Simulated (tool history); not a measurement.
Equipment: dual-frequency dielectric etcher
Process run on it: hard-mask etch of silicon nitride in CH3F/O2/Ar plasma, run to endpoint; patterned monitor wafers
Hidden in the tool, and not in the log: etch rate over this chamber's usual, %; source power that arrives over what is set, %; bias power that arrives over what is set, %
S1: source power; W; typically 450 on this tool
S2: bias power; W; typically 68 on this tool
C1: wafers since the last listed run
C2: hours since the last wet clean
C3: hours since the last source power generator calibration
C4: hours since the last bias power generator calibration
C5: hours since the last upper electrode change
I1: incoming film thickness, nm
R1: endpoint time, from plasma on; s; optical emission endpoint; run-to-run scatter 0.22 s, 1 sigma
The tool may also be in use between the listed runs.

run 1 hour=0 | S1=450 S2=59 | C1=0 C2=162 C3=4619.3 C4=2885.7 C5=5548.6 | I1=32.12 | R1=41.3
run 2 hour=18.9 | S1=450 S2=59 | C1=153 C2=180.9 C3=4638.2 C4=2904.6 C5=5567.5 | I1=32.08 | R1=41.2
run 3 hour=53.8 | S1=450 S2=59 | C1=283 C2=215.8 C3=4673.1 C4=2939.5 C5=5602.4 | I1=31.75 | R1=40.6
run 4 hour=82.3 | S1=540 S2=68 | C1=231 C2=244.3 C3=4701.6 C4=2968 C5=5630.9 | I1=31.74 | R1=36.8
run 5 hour=105.5 | S1=540 S2=68 | C1=188 C2=267.5 C3=4724.8 C4=2991.2 C5=5654.1 | I1=32.09 | R1=36.8
run 6 hour=118.3 | S1=540 S2=68 | C1=103 C2=280.3 C3=4737.6 C4=3004 C5=5666.9 | I1=31.53 | R1=36.6
run 7 hour=151.4 | S1=450 S2=81 | C1=268 C2=313.4 C3=4770.7 C4=3037.1 C5=5700 | I1=31.69 | R1=35.9
run 8 hour=171.6 | S1=450 S2=81 | C1=163 C2=333.6 C3=4790.9 C4=3057.3 C5=5720.2 | I1=31.77 | R1=35.8
run 9 hour=203.1 | S1=450 S2=81 | C1=255 C2=365.1 C3=4822.4 C4=3088.8 C5=5751.7 | I1=31.73 | R1=35.7
run 10 hour=216.5 | S1=450 S2=55 | C1=108 C2=378.5 C3=4835.8 C4=3102.2 C5=5765.1 | I1=31.92 | R1=41
-- hour=229.9 source power generator calibrated
run 11 hour=246.9 | S1=450 S2=55 | C1=214 C2=408.9 C3=17 C4=3132.6 C5=5795.5 | I1=32.13 | R1=41.1
-- hour=268.3 bias power generator calibrated
run 12 hour=281 | S1=540 S2=82 | C1=244 C2=443 C3=51.1 C4=12.7 C5=5829.6 | I1=31.67 | R1=33.6
-- hour=358.2 wet clean of the chamber
-- hour=366.6 upper electrode replaced, of another model than before
run 13 hour=375.1 | S1=450 S2=85 | C1=501 C2=16.9 C3=145.2 C4=106.8 C5=8.5 | I1=32.07 | R1=35.7
run 14 hour=388.4 | S1=390 S2=77 | C1=107 C2=30.2 C3=158.5 C4=120.1 C5=21.8 | I1=31.71 | R1=38.9
run 15 hour=405.8 | S1=520 S2=68 | C1=141 C2=47.6 C3=175.9 C4=137.5 C5=39.2 | I1=31.94 | R1=38.2
run 16 hour=422.9 | S1=480 S2=55 | C1=138 C2=64.7 C3=193 C4=154.6 C5=56.3 | I1=32.18 | R1=43.9
run 17 hour=438.6 | S1=520 S2=78 | C1=127 C2=80.4 C3=208.7 C4=170.3 C5=72 | I1=31.91 | R1=35.2
run 18 hour=465.6 | S1=340 S2=55 | C1=219 C2=107.4 C3=235.7 C4=197.3 C5=99 | I1=31.94 | R1=49.1
run 19 hour=480.5 | S1=350 S2=77 | C1=120 C2=122.3 C3=250.6 C4=212.2 C5=113.9 | I1=31.78 | R1=40
run 20 hour=506.1 | S1=540 S2=68 | C1=207 C2=147.9 C3=276.2 C4=237.8 C5=139.5 | I1=31.73 | R1=36.7

Run 21 is up next; what results do you expect?
run 21 hour=537.1 | S1=390 S2=83 | C1=251 C2=178.9 C3=307.2 C4=268.8 C5=170.5 | I1=31.46 | R1=?

{"run 21": {"R1": 36.5}}
Minus the tool's unlogged condition, the same run would have read R1 37.2 s.
